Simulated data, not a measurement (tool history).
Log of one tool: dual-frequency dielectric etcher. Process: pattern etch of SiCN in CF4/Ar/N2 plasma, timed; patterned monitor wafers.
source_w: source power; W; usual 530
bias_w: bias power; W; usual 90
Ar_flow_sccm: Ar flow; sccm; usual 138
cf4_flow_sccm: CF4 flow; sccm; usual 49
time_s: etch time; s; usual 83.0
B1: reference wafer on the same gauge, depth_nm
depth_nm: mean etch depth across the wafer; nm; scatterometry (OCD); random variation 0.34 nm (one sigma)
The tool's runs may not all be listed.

{"run": 1, "hour": 0.0, "source_w": 530, "bias_w": 73, "Ar_flow_sccm": 138, "cf4_flow_sccm": 57, "time_s": 83.0, "B1": 94.7, "depth_nm": 79.8}
{"hour": 12.7, "done": "CF4 flow controller replaced"}
{"run": 2, "hour": 17.7, "source_w": 530, "bias_w": 90, "Ar_flow_sccm": 138, "cf4_flow_sccm": 49, "time_s": 83.0, "B1": 94.6, "depth_nm": 87.6}
{"run": 3, "hour": 31.1, "source_w": 530, "bias_w": 90, "Ar_flow_sccm": 138, "cf4_flow_sccm": 54, "time_s": 83.0, "B1": 94.8, "depth_nm": 88.8}
{"run": 4, "hour": 46.6, "source_w": 530, "bias_w": 90, "Ar_flow_sccm": 138, "cf4_flow_sccm": 54, "time_s": 83.0, "B1": 94.9, "depth_nm": 88.9}
{"run": 5, "hour": 54.2, "source_w": 530, "bias_w": 90, "Ar_flow_sccm": 138, "cf4_flow_sccm": 45, "time_s": 90.5, "B1": 94.7, "depth_nm": 94.7}
{"hour": 65.3, "done": "bias power generator calibrated"}
{"hour": 82.6, "done": "wet clean of the chamber"}
{"hour": 88.7, "done": "source power generator calibrated"}
{"hour": 108.1, "done": "upper electrode replaced"}
{"run": 6, "hour": 108.6, "source_w": 530, "bias_w": 90, "Ar_flow_sccm": 138, "cf4_flow_sccm": 49, "time_s": 83.0, "B1": 94.8, "depth_nm": 85.8}
{"run": 7, "hour": 109.0, "source_w": 530, "bias_w": 70, "Ar_flow_sccm": 148, "cf4_flow_sccm": 49, "time_s": 83.0, "B1": 94.9, "depth_nm": 73.4}
{"hour": 111.5, "done": "gauge calibrated"}
{"run": 8, "hour": 119.9, "source_w": 490, "bias_w": 109, "Ar_flow_sccm": 123, "cf4_flow_sccm": 49, "time_s": 72.0, "B1": 94.7, "depth_nm": 79.9}
{"run": 9, "hour": 131.7, "source_w": 530, "bias_w": 109, "Ar_flow_sccm": 138, "cf4_flow_sccm": 49, "time_s": 83.0, "B1": 94.7, "depth_nm": 94.6}
{"run": 10, "hour": 140.0, "source_w": 530, "bias_w": 105, "Ar_flow_sccm": 155, "cf4_flow_sccm": 43, "time_s": 83.0, "B1": 94.6, "depth_nm": 90.6}
{"run": 11, "hour": 153.1, "source_w": 530, "bias_w": 73, "Ar_flow_sccm": 138, "cf4_flow_sccm": 57, "time_s": 83.0, "B1": 94.6, "depth_nm": 77.8}
{"hour": 169.3, "done": "Ar flow controller replaced"}
{"run": 12, "hour": 169.8, "source_w": 530, "bias_w": 81, "Ar_flow_sccm": 138, "cf4_flow_sccm": 39, "time_s": 68.5, "B1": 94.8, "depth_nm": 64.1}
{"run": 13, "hour": 180.9, "source_w": 450, "bias_w": 90, "Ar_flow_sccm": 138, "cf4_flow_sccm": 55, "time_s": 75.5, "B1": 94.5, "depth_nm": 73.5}
{"run": 14, "hour": 201.8, "source_w": 530, "bias_w": 90, "Ar_flow_sccm": 160, "cf4_flow_sccm": 55, "time_s": 83.0, "B1": 94.6, "depth_nm": 86.5}
{"run": 15, "hour": 217.9, "source_w": 530, "bias_w": 90, "Ar_flow_sccm": 138, "cf4_flow_sccm": 49, "time_s": 83.0, "B1": 94.7, "depth_nm": 86.5}
{"run": 16, "hour": 235.6, "source_w": 530, "bias_w": 90, "Ar_flow_sccm": 138, "cf4_flow_sccm": 43, "time_s": 96.0, "B1": 94.7, "depth_nm": 98.2}
{"run": 17, "hour": 245.6, "source_w": 530, "bias_w": 90, "Ar_flow_sccm": 138, "cf4_flow_sccm": 49, "time_s": 90.5, "B1": 94.8, "depth_nm": 94.2}
{"run": 18, "hour": 261.9, "source_w": 610, "bias_w": 111, "Ar_flow_sccm": 112, "cf4_flow_sccm": 49, "time_s": 68.5, "B1": 94.8, "depth_nm": 86.8}
{"run": 19, "hour": 279.6, "source_w": 600, "bias_w": 108, "Ar_flow_sccm": 128, "cf4_flow_sccm": 49, "time_s": 83.0, "B1": 94.7, "depth_nm": 102.3}
{"run": 20, "hour": 297.9, "source_w": 460, "bias_w": 71, "Ar_flow_sccm": 138, "cf4_flow_sccm": 49, "time_s": 83.0, "B1": 94.8, "depth_nm": 71.3}
{"run": 21, "hour": 349.3, "source_w": 420, "bias_w": 90, "Ar_flow_sccm": 155, "cf4_flow_sccm": 49, "time_s": 83.0, "B1": 94.9, "depth_nm": 77.1}

The same runs without the tool's hidden state, with the same run-to-run variation:
The hidden state here: etch rate over this chamber's usual, %; source power that arrives over what is set, %; bias power that arrives over what is set, %; Ar flow that arrives over what is set, %; CF4 flow that arrives over what is set, %; gauge reads high (%).
run=1 depth_nm=77.8
run=2 depth_nm=85.3
run=3 depth_nm=86.3
run=4 depth_nm=86.3
run=5 depth_nm=91.9
run=6 depth_nm=85.4
run=7 depth_nm=73.0
run=8 depth_nm=79.4
run=9 depth_nm=93.9
run=10 depth_nm=90.0
run=11 depth_nm=77.1
run=12 depth_nm=63.5
run=13 depth_nm=72.7
run=14 depth_nm=85.4
run=15 depth_nm=85.4
run=16 depth_nm=96.7
run=17 depth_nm=92.7
run=18 depth_nm=85.3
run=19 depth_nm=100.5
run=20 depth_nm=69.9
run=21 depth_nm=75.3

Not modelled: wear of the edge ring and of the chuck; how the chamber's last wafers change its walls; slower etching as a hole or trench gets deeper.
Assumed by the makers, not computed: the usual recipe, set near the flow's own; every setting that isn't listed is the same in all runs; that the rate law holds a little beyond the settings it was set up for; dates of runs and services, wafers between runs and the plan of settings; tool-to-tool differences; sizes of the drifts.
